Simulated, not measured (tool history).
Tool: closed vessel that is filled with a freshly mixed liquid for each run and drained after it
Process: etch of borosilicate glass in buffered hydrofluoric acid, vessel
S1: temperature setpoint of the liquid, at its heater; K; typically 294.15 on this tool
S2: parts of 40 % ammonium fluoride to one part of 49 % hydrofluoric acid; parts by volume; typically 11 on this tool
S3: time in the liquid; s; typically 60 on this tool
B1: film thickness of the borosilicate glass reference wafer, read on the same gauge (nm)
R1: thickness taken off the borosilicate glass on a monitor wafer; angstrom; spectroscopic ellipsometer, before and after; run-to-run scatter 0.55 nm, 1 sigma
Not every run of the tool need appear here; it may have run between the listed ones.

{"run": 1, "day": 0.0, "S1": 294.15, "S2": 11, "S3": 60, "B1": 130.03, "R1": 687.8}
{"run": 2, "day": 1.225, "S1": 294.15, "S2": 11, "S3": 60, "B1": 130.04, "R1": 681}
{"run": 3, "day": 2.408, "S1": 294.15, "S2": 11, "S3": 85, "B1": 130.03, "R1": 986}
{"run": 4, "day": 3.792, "S1": 294.15, "S2": 11, "S3": 60, "B1": 130.03, "R1": 673.3}
{"run": 5, "day": 4.55, "S1": 294.15, "S2": 11, "S3": 60, "B1": 129.99, "R1": 689.4}
{"run": 6, "day": 5.133, "S1": 294.15, "S2": 11, "S3": 60, "B1": 130, "R1": 684.9}
{"run": 7, "day": 6.462, "S1": 294.15, "S2": 10, "S3": 60, "B1": 130, "R1": 746.2}
{"day": 6.967, "done": "thermometer replaced"}
{"run": 8, "day": 10.475, "S1": 299.15, "S2": 15.5, "S3": 60, "B1": 130.01, "R1": 691.3}
{"run": 9, "day": 11.646, "S1": 294.15, "S2": 11, "S3": 60, "B1": 130.03, "R1": 736.5}
{"run": 10, "day": 12.288, "S1": 294.15, "S2": 8, "S3": 60, "B1": 129.94, "R1": 983}
{"run": 11, "day": 13.262, "S1": 294.15, "S2": 11, "S3": 60, "B1": 130.06, "R1": 739.1}
{"run": 12, "day": 13.912, "S1": 294.15, "S2": 11, "S3": 60, "B1": 130.05, "R1": 730.7}
{"run": 13, "day": 15.062, "S1": 296.15, "S2": 11, "S3": 90, "B1": 130.01, "R1": 1220.1}
{"day": 15.117, "done": "thermometer replaced, repeated, since the last time left the tool worse"}
{"run": 14, "day": 15.65, "S1": 294.15, "S2": 11, "S3": 60, "B1": 129.99, "R1": 617.8}
{"run": 15, "day": 16.212, "S1": 291.15, "S2": 11, "S3": 30, "B1": 129.97, "R1": 261}
{"run": 16, "day": 17.554, "S1": 290.15, "S2": 15.5, "S3": 85, "B1": 129.99, "R1": 505}
{"run": 17, "day": 18.308, "S1": 294.15, "S2": 8, "S3": 75, "B1": 129.99, "R1": 1031}
{"run": 18, "day": 19.25, "S1": 294.15, "S2": 11, "S3": 60, "B1": 129.99, "R1": 621.8}
{"run": 19, "day": 19.867, "S1": 295.65, "S2": 11, "S3": 60, "B1": 129.97, "R1": 673.7}
{"run": 20, "day": 20.625, "S1": 294.15, "S2": 11, "S3": 95, "B1": 130, "R1": 990.6}
{"run": 21, "day": 21.558, "S1": 294.15, "S2": 11, "S3": 60, "B1": 130.06, "R1": 633.5}
{"run": 22, "day": 22.125, "S1": 294.15, "S2": 11, "S3": 60, "B1": 130.01, "R1": 627.7}
{"day": 22.783, "done": "hydrofluoric acid flow meter replaced"}
{"day": 23.583, "done": "gauge calibrated"}
{"run": 23, "day": 24.504, "S1": 294.15, "S2": 9.5, "S3": 85, "B1": 130.04, "R1": 1012.2}
{"run": 24, "day": 25.171, "S1": 298.65, "S2": 14.5, "S3": 80, "B1": 130.02, "R1": 803.6}
{"run": 25, "day": 25.854, "S1": 294.15, "S2": 9, "S3": 85, "B1": 129.98, "R1": 1039.1}
{"run": 26, "day": 27.162, "S1": 292.15, "S2": 11, "S3": 75, "B1": 129.99, "R1": 703.2}
{"run": 27, "day": 28.146, "S1": 294.15, "S2": 11, "S3": 60, "B1": 130, "R1": 624.6}
{"run": 28, "day": 29.083, "S1": 298.65, "S2": 6.5, "S3": 70, "B1": 130.04, "R1": 1527.8}
{"run": 29, "day": 30.046, "S1": 296.65, "S2": 6.5, "S3": 70, "B1": 130, "R1": 1379.6}
{"run": 30, "day": 33.479, "S1": 298.65, "S2": 6.5, "S3": 70, "B1": 129.98, "R1": 1554.2}
{"run": 31, "day": 34.317, "S1": 294.15, "S2": 11, "S3": 60, "B1": 130.03, "R1": 623.2}
{"run": 32, "day": 35.675, "S1": 296.15, "S2": 13, "S3": 35, "B1": 129.97, "R1": 342.6}

Below, some changes in R1 between adjacent runs. For each, the amount present without the hidden state too (settings, incoming material, random variation) and the amount remaining for the hidden state with gauge scatter not shared by both compared results:
The tool's hidden condition here consists of: liquid hotter than its thermometer reads (K); hydrofluoric acid flow below the setpoint (%); gauge reads high (%).
Run 9 -> 10: S2 11 -> 8. R1 +246.5 angstrom: hidden state +38.7, all else +207.8.
Run 12 -> 13: S1 294.15 -> 296.15, S3 60 -> 90. R1 +489.4 angstrom: hidden state +76.9, all else +412.5.
Run 13 -> 14: S1 296.15 -> 294.15, S3 90 -> 60, thermometer replaced, repeated, since the last time left the tool worse. R1 -602.3 angstrom: hidden state -190.4, all else -411.9.
Run 27 -> 28: S1 294.15 -> 298.65, S2 11 -> 6.5, S3 60 -> 70. R1 +903.2 angstrom: hidden state +14, all else +889.2.
Run 30 -> 31: S1 298.65 -> 294.15, S2 6.5 -> 11, S3 70 -> 60. R1 -931 angstrom: hidden state -15.5, all else -915.5.
